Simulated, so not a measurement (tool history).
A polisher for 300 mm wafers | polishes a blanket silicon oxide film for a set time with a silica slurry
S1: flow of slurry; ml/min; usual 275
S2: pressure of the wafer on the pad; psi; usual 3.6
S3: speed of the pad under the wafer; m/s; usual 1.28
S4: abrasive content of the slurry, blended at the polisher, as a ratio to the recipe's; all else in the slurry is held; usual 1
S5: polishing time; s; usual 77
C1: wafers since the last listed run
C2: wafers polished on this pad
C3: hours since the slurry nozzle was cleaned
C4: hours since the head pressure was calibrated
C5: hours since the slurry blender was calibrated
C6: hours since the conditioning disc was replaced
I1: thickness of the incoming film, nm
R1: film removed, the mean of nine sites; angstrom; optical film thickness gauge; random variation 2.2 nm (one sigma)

{"run": 1, "day": 0.0, "S1": 275, "S2": 3.3, "S3": 1.28, "S4": 1, "S5": 90, "C1": 0, "C2": 1325, "C3": 252.9, "C4": 80.4, "C5": 95, "C6": 228.4, "I1": 1710.2, "R1": 2485}
{"run": 2, "day": 3.512, "S1": 220, "S2": 3.6, "S3": 1.28, "S4": 1, "S5": 77, "C1": 642, "C2": 1968, "C3": 337.2, "C4": 164.7, "C5": 179.3, "C6": 312.7, "I1": 1739.8, "R1": 2287}
{"run": 3, "day": 6.671, "S1": 275, "S2": 3.6, "S3": 1.28, "S4": 1, "S5": 77, "C1": 577, "C2": 2546, "C3": 413, "C4": 240.5, "C5": 255.1, "C6": 388.5, "I1": 1703.3, "R1": 2309}
{"run": 4, "day": 9.912, "S1": 275, "S2": 3.1, "S3": 1.28, "S4": 1, "S5": 77, "C1": 593, "C2": 3139, "C3": 490.8, "C4": 318.3, "C5": 332.9, "C6": 466.3, "I1": 1680.7, "R1": 1956}
{"run": 5, "day": 11.812, "S1": 275, "S2": 3.6, "S3": 1.28, "S4": 1, "S5": 77, "C1": 347, "C2": 3487, "C3": 536.4, "C4": 363.9, "C5": 378.5, "C6": 511.9, "I1": 1697.7, "R1": 2269}
{"run": 6, "day": 14.092, "S1": 360, "S2": 3.6, "S3": 1.28, "S4": 1, "S5": 77, "C1": 417, "C2": 3904, "C3": 591.1, "C4": 418.6, "C5": 433.2, "C6": 566.6, "I1": 1712, "R1": 2247}
{"day": 17.033, "done": "slurry nozzle cleaned"}
{"run": 7, "day": 18.529, "S1": 275, "S2": 3.6, "S3": 1.28, "S4": 1, "S5": 68, "C1": 804, "C2": 4708, "C3": 35.9, "C4": 525.1, "C5": 539.7, "C6": 673.1, "I1": 1699.6, "R1": 1911}
{"day": 20.85, "done": "conditioning disc replaced and pad reconditioned"}
{"run": 8, "day": 20.871, "S1": 275, "S2": 4.4, "S3": 1.28, "S4": 1.2, "S5": 77, "C1": 413, "C2": 5121, "C3": 92.1, "C4": 581.3, "C5": 595.9, "C6": 0.5, "I1": 1693.9, "R1": 2893}
{"day": 21.462, "done": "worn pad replaced by a new one"}
{"run": 9, "day": 24.988, "S1": 275, "S2": 3.6, "S3": 1.28, "S4": 0.85, "S5": 93, "C1": 722, "C2": 645, "C3": 190.9, "C4": 680.1, "C5": 694.7, "C6": 99.3, "I1": 1710.2, "R1": 2239}
{"day": 26.392, "done": "slurry blender recalibrated"}
{"run": 10, "day": 28.317, "S1": 275, "S2": 3.6, "S3": 1.28, "S4": 1, "S5": 77, "C1": 593, "C2": 1239, "C3": 270.8, "C4": 760, "C5": 46.2, "C6": 179.2, "I1": 1698.5, "R1": 2366}
{"run": 11, "day": 30.479, "S1": 240, "S2": 2.6, "S3": 1.62, "S4": 0.8, "S5": 77, "C1": 395, "C2": 1634, "C3": 322.7, "C4": 811.9, "C5": 98.1, "C6": 231.1, "I1": 1680.5, "R1": 1709}
{"run": 12, "day": 34.817, "S1": 275, "S2": 3.6, "S3": 1.28, "S4": 1, "S5": 77, "C1": 793, "C2": 2428, "C3": 426.8, "C4": 916, "C5": 202.2, "C6": 335.2, "I1": 1717.1, "R1": 2336}
{"day": 35.808, "done": "head pressure recalibrated"}
{"run": 13, "day": 37.838, "S1": 275, "S2": 3.6, "S3": 1.28, "S4": 1.15, "S5": 66, "C1": 537, "C2": 2966, "C3": 499.3, "C4": 48.7, "C5": 274.7, "C6": 407.7, "I1": 1733.7, "R1": 2107}
{"run": 14, "day": 40.854, "S1": 275, "S2": 3.6, "S3": 1.28, "S4": 1, "S5": 60, "C1": 551, "C2": 3518, "C3": 571.7, "C4": 121.1, "C5": 347.1, "C6": 480.1, "I1": 1689.4, "R1": 1769}
{"day": 43.175, "done": "slurry nozzle cleaned"}
{"run": 15, "day": 45.112, "S1": 345, "S2": 3.6, "S3": 0.94, "S4": 1, "S5": 57, "C1": 771, "C2": 4289, "C3": 46.5, "C4": 223.3, "C5": 449.3, "C6": 582.3, "I1": 1668.6, "R1": 1379}
{"run": 16, "day": 47.171, "S1": 275, "S2": 3.6, "S3": 1.28, "S4": 1, "S5": 77, "C1": 376, "C2": 4666, "C3": 95.9, "C4": 272.7, "C5": 498.7, "C6": 631.7, "I1": 1711.3, "R1": 2153}
{"day": 48.1, "done": "conditioning disc replaced and pad reconditioned"}
{"run": 17, "day": 50.429, "S1": 300, "S2": 3.6, "S3": 1.62, "S4": 1.15, "S5": 77, "C1": 580, "C2": 5247, "C3": 174.1, "C4": 350.9, "C5": 576.9, "C6": 55.9, "I1": 1725.6, "R1": 2739}
{"day": 52.129, "done": "slurry blender recalibrated"}
{"day": 53.008, "done": "worn pad replaced by a new one"}
{"run": 18, "day": 54.212, "S1": 275, "S2": 3.6, "S3": 1.28, "S4": 1.1, "S5": 77, "C1": 646, "C2": 220, "C3": 264.9, "C4": 441.7, "C5": 50, "C6": 146.7, "I1": 1725.2, "R1": 2445}
{"run": 19, "day": 55.921, "S1": 275, "S2": 3.6, "S3": 1.28, "S4": 1.2, "S5": 84, "C1": 312, "C2": 532, "C3": 305.9, "C4": 482.7, "C5": 91, "C6": 187.7, "I1": 1685.4, "R1": 2730}
{"run": 20, "day": 59.496, "S1": 275, "S2": 2.9, "S3": 1.72, "S4": 1, "S5": 54, "C1": 654, "C2": 1187, "C3": 391.7, "C4": 568.5, "C5": 176.8, "C6": 273.5, "I1": 1735.7, "R1": 1607}
{"run": 21, "day": 63.142, "S1": 275, "S2": 2.4, "S3": 1.28, "S4": 1, "S5": 77, "C1": 667, "C2": 1854, "C3": 479.2, "C4": 656, "C5": 264.3, "C6": 361, "I1": 1679.1, "R1": 1529}
{"run": 22, "day": 67.183, "S1": 275, "S2": 4.6, "S3": 1.28, "S4": 1, "S5": 77, "C1": 739, "C2": 2593, "C3": 576.2, "C4": 753, "C5": 361.3, "C6": 458, "I1": 1697.1, "R1": 2901}
{"run": 23, "day": 69.696, "S1": 205, "S2": 2.4, "S3": 1.28, "S4": 1.3, "S5": 77, "C1": 459, "C2": 3053, "C3": 636.5, "C4": 813.3, "C5": 421.6, "C6": 518.3, "I1": 1724.1, "R1": 1608}
{"day": 72.971, "done": "slurry nozzle cleaned"}
{"day": 73.046, "done": "head pressure recalibrated"}
{"run": 24, "day": 73.521, "S1": 365, "S2": 3.6, "S3": 1.28, "S4": 1, "S5": 54, "C1": 678, "C2": 3732, "C3": 13.2, "C4": 11.4, "C5": 513.4, "C6": 610.1, "I1": 1670.6, "R1": 1570}
{"day": 75.004, "done": "conditioning disc replaced and pad reconditioned"}
{"run": 25, "day": 75.871, "S1": 275, "S2": 3.6, "S3": 1.28, "S4": 1, "S5": 77, "C1": 414, "C2": 4146, "C3": 69.6, "C4": 67.8, "C5": 569.8, "C6": 20.8, "I1": 1703.1, "R1": 2154}
{"day": 76.404, "done": "slurry blender recalibrated"}
{"run": 26, "day": 78.867, "S1": 275, "S2": 3.6, "S3": 1.28, "S4": 0.85, "S5": 77, "C1": 532, "C2": 4679, "C3": 141.5, "C4": 139.7, "C5": 59.1, "C6": 92.7, "I1": 1732.6, "R1": 2102}

Forecast each of these 3 alternatives for the next run:
{"run": "A", "day": 78.883, "S1": 275, "S2": 3.6, "S3": 1.28, "S4": 0.75, "S5": 77, "C1": 3, "C2": 4682, "C3": 141.9, "C4": 140.1, "C5": 59.5, "C6": 93.1, "I1": 1698, "R1": "?"}
{"run": "B", "day": 78.883, "S1": 350, "S2": 3.6, "S3": 1.28, "S4": 0.75, "S5": 96, "C1": 3, "C2": 4682, "C3": 141.9, "C4": 140.1, "C5": 59.5, "C6": 93.1, "I1": 1698, "R1": "?"}
{"run": "C", "day": 78.883, "S1": 275, "S2": 4.2, "S3": 1.44, "S4": 1, "S5": 77, "C1": 3, "C2": 4682, "C3": 141.9, "C4": 140.1, "C5": 59.5, "C6": 93.1, "I1": 1698, "R1": "?"}

run=A R1=1925
run=B R1=2454
run=C R1=2921
Without the tool's hidden state the same runs would have given:
run=A R1=1944
run=B R1=2479
run=C R1=2946

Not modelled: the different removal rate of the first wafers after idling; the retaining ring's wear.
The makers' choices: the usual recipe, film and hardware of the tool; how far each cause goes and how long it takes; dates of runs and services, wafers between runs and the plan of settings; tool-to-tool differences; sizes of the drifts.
